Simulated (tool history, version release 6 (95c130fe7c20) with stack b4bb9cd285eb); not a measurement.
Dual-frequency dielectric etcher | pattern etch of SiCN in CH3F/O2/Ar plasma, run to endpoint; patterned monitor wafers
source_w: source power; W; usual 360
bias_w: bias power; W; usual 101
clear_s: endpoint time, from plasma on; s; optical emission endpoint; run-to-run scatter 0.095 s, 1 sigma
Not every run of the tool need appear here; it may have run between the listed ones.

run,hour,source_w,bias_w,wafers since the last listed run,hours since the last wet clean,hours since the last source power generator calibration,hours since the last bias power generator calibration,hours since the last upper electrode change,"incoming incoming film thickness, nm",clear_s
1,0,360,101,0,298.7,4429.9,1758.4,4313.8,6.71,18
2,102.9,360,101,1556,401.6,4532.8,1861.3,4416.7,6.8,18.4
# hour 170.8: source power generator calibrated
3,171.3,360,101,973,470,0.5,1929.7,4485.1,6.77,17.6
4,229.2,360,101,875,527.9,58.4,1987.6,4543,6.81,17.8
5,292.9,360,101,963,591.6,122.1,2051.3,4606.7,6.77,17.8
# hour 323.7: wet clean of the chamber
6,362.1,360,101,683,38.4,191.3,2120.5,4675.9,6.74,17.2
7,400.8,360,101,585,77.1,230,2159.2,4714.6,6.81,17.5
8,441,410,101,607,117.3,270.2,2199.4,4754.8,6.81,16.2
9,501.6,360,119,916,177.9,330.8,2260,4815.4,6.79,16.6
10,616,380,101,1730,292.3,445.2,2374.4,4929.8,6.84,17.2
11,704.6,380,101,1339,380.9,533.8,2463,5018.4,6.82,17.1
12,780.4,360,101,1146,456.7,609.6,2538.8,5094.2,6.77,17.6
13,850.5,300,110,1060,526.8,679.7,2608.9,5164.3,6.85,19.3
# hour 888.1: upper electrode replaced
# hour 962.6: wet clean of the chamber
14,963.1,360,101,976,0.5,792.3,2721.5,75,6.74,17.3
15,1003.5,360,101,610,40.9,832.7,2761.9,115.4,6.79,17.3
16,1077.1,290,116,1113,114.5,906.3,2835.5,189,6.76,18.9
17,1130.6,360,101,809,168,959.8,2889,242.5,6.86,17.7
18,1228.2,360,101,1476,265.6,1057.4,2986.6,340.1,6.87,17.8
19,1307.6,280,101,1200,345,1136.8,3066,419.5,6.79,20.7
20,1359.8,330,101,789,397.2,1189,3118.2,471.7,6.73,18.7
21,1426.8,290,123,1013,464.2,1256,3185.2,538.7,6.77,18.8
22,1493.3,360,101,1005,530.7,1322.5,3251.7,605.2,6.8,17.7
23,1572.7,360,101,1200,610.1,1401.9,3331.1,684.6,6.8,17.9
24,1618.1,280,114,686,655.5,1447.3,3376.5,730,6.77,19.9
# hour 1678.2: wet clean of the chamber
25,1718.2,360,101,1150,40,1547.4,3476.6,830.1,6.81,17.7
# hour 1735.8: bias power generator calibrated
26,1755.5,430,78,503,77.3,1584.7,19.7,867.4,6.76,17.2
27,1807.3,270,90,783,129.1,1636.5,71.5,919.2,6.78,21.8
28,1889.1,360,85,1237,210.9,1718.3,153.3,1001,6.77,18.6
29,1986.8,360,101,1477,308.6,1816,251,1098.7,6.79,17.7
30,2069.6,430,122,1252,391.4,1898.8,333.8,1181.5,6.77,15
31,2166.7,330,91,1468,488.5,1995.9,430.9,1278.6,6.79,19.4
32,2261.2,430,91,1429,583,2090.4,525.4,1373.1,6.83,16.9
# hour 2342.5: wet clean of the chamber
33,2353.1,420,125,1026,10.6,2182.3,617.3,1465,6.86,15.1
34,2430.5,320,90,1170,88,2259.7,694.7,1542.4,6.81,19.8
35,2535.4,430,117,1586,192.9,2364.6,799.6,1647.3,6.85,15.5
36,2592.7,360,101,866,250.2,2421.9,856.9,1704.6,6.74,17.6

3 ways to go on from here, each from the tool as it stands after run 36. What would each give?
A,2593.1,360,120,6,250.6,2422.3,857.3,1705,6.77,?
B,2593.1,440,83,6,250.6,2422.3,857.3,1705,6.77,?
C,2593.1,380,82,6,250.6,2422.3,857.3,1705,6.77,?

run,clear_s
A,16.5
B,16.8
C,18.3
What these runs would have given with no unlogged condition in the tool:
run,clear_s
A,16.3
B,16.5
C,18
